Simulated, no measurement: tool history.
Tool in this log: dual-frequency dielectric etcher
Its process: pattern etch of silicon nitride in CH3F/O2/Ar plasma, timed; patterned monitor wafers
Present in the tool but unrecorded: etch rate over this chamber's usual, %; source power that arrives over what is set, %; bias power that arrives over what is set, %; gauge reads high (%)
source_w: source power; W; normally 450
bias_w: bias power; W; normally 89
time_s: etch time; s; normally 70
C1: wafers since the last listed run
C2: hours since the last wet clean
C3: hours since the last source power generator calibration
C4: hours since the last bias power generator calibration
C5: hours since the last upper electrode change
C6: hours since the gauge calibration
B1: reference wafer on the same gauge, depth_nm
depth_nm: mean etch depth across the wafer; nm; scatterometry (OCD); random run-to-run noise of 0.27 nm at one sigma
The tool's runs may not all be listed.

{"run": 1, "hour": 0.0, "source_w": 450, "bias_w": 89, "time_s": 70, "C1": 0, "C2": 300.6, "C3": 3170.2, "C4": 4497.5, "C5": 4134.5, "C6": 212.2, "B1": 54.5, "depth_nm": 54}
{"run": 2, "hour": 6.2, "source_w": 450, "bias_w": 89, "time_s": 70, "C1": 41, "C2": 306.8, "C3": 3176.4, "C4": 4503.7, "C5": 4140.7, "C6": 218.4, "B1": 54.5, "depth_nm": 54.3}
{"run": 3, "hour": 19.0, "source_w": 450, "bias_w": 89, "time_s": 70, "C1": 85, "C2": 319.6, "C3": 3189.2, "C4": 4516.5, "C5": 4153.5, "C6": 231.2, "B1": 54.5, "depth_nm": 53.6}
{"run": 4, "hour": 25.2, "source_w": 450, "bias_w": 89, "time_s": 62.5, "C1": 41, "C2": 325.8, "C3": 3195.4, "C4": 4522.7, "C5": 4159.7, "C6": 237.4, "B1": 54.5, "depth_nm": 48.2}
{"run": 5, "hour": 33.8, "source_w": 450, "bias_w": 89, "time_s": 62.5, "C1": 57, "C2": 334.4, "C3": 3204, "C4": 4531.3, "C5": 4168.3, "C6": 246, "B1": 54.5, "depth_nm": 48.2}
{"run": 6, "hour": 46.1, "source_w": 450, "bias_w": 89, "time_s": 62.5, "C1": 82, "C2": 346.7, "C3": 3216.3, "C4": 4543.6, "C5": 4180.6, "C6": 258.3, "B1": 54.5, "depth_nm": 48.3}
{"run": 7, "hour": 55.6, "source_w": 450, "bias_w": 89, "time_s": 70, "C1": 63, "C2": 356.2, "C3": 3225.8, "C4": 4553.1, "C5": 4190.1, "C6": 267.8, "B1": 54.5, "depth_nm": 54.1}
{"run": 8, "hour": 67.9, "source_w": 450, "bias_w": 89, "time_s": 70, "C1": 82, "C2": 368.5, "C3": 3238.1, "C4": 4565.4, "C5": 4202.4, "C6": 280.1, "B1": 54.5, "depth_nm": 54.6}
{"run": 9, "hour": 80.0, "source_w": 450, "bias_w": 89, "time_s": 70, "C1": 81, "C2": 380.6, "C3": 3250.2, "C4": 4577.5, "C5": 4214.5, "C6": 292.2, "B1": 54.5, "depth_nm": 53.9}
{"run": 10, "hour": 89.7, "source_w": 450, "bias_w": 89, "time_s": 70, "C1": 65, "C2": 390.3, "C3": 3259.9, "C4": 4587.2, "C5": 4224.2, "C6": 301.9, "B1": 54.5, "depth_nm": 54.8}
{"run": 11, "hour": 105.2, "source_w": 450, "bias_w": 89, "time_s": 70, "C1": 103, "C2": 405.8, "C3": 3275.4, "C4": 4602.7, "C5": 4239.7, "C6": 317.4, "B1": 54.5, "depth_nm": 55.1}
{"run": 12, "hour": 112.6, "source_w": 450, "bias_w": 89, "time_s": 70, "C1": 49, "C2": 413.2, "C3": 3282.8, "C4": 4610.1, "C5": 4247.1, "C6": 324.8, "B1": 54.6, "depth_nm": 54.9}
{"run": 13, "hour": 122.4, "source_w": 490, "bias_w": 89, "time_s": 70, "C1": 65, "C2": 423, "C3": 3292.6, "C4": 4619.9, "C5": 4256.9, "C6": 334.6, "B1": 54.5, "depth_nm": 56.6}
{"run": 14, "hour": 137.3, "source_w": 490, "bias_w": 89, "time_s": 70, "C1": 99, "C2": 437.9, "C3": 3307.5, "C4": 4634.8, "C5": 4271.8, "C6": 349.5, "B1": 54.5, "depth_nm": 56.2}
{"run": 15, "hour": 143.9, "source_w": 450, "bias_w": 89, "time_s": 85, "C1": 44, "C2": 444.5, "C3": 3314.1, "C4": 4641.4, "C5": 4278.4, "C6": 356.1, "B1": 54.5, "depth_nm": 66.4}
{"hour": 155.3, "done": "bias power generator calibrated"}
{"run": 16, "hour": 161.6, "source_w": 450, "bias_w": 89, "time_s": 70, "C1": 91, "C2": 462.2, "C3": 3331.8, "C4": 6.3, "C5": 4296.1, "C6": 373.8, "B1": 54.5, "depth_nm": 55}
{"run": 17, "hour": 172.6, "source_w": 380, "bias_w": 103, "time_s": 70, "C1": 73, "C2": 473.2, "C3": 3342.8, "C4": 17.3, "C5": 4307.1, "C6": 384.8, "B1": 54.5, "depth_nm": 54.7}
{"hour": 197.7, "done": "wet clean of the chamber"}
{"run": 18, "hour": 198.2, "source_w": 560, "bias_w": 89, "time_s": 63, "C1": 10, "C2": 0.5, "C3": 3368.4, "C4": 42.9, "C5": 4332.7, "C6": 410.4, "B1": 54.5, "depth_nm": 54.5}
{"hour": 201.5, "done": "gauge calibrated"}
{"hour": 235.0, "done": "upper electrode replaced"}
{"run": 19, "hour": 235.5, "source_w": 450, "bias_w": 89, "time_s": 70, "C1": 89, "C2": 37.8, "C3": 3405.7, "C4": 80.2, "C5": 0.5, "C6": 34, "B1": 54.5, "depth_nm": 56.7}

Expected results for the next run?
{"hour": 261.8, "done": "wet clean of the chamber, repeated, since the last time left the tool worse"}
{"hour": 262.5, "done": "source power generator calibrated"}
{"run": 20, "hour": 263.0, "source_w": 450, "bias_w": 72, "time_s": 70, "C1": 18, "C2": 1.2, "C3": 0.5, "C4": 107.7, "C5": 28, "C6": 61.5, "B1": "?", "depth_nm": "?"}

Run 20 measured B1 54.5, depth_nm 48.9 nm.
With no hidden state in the tool, this same run would have given depth_nm 48.7 nm.

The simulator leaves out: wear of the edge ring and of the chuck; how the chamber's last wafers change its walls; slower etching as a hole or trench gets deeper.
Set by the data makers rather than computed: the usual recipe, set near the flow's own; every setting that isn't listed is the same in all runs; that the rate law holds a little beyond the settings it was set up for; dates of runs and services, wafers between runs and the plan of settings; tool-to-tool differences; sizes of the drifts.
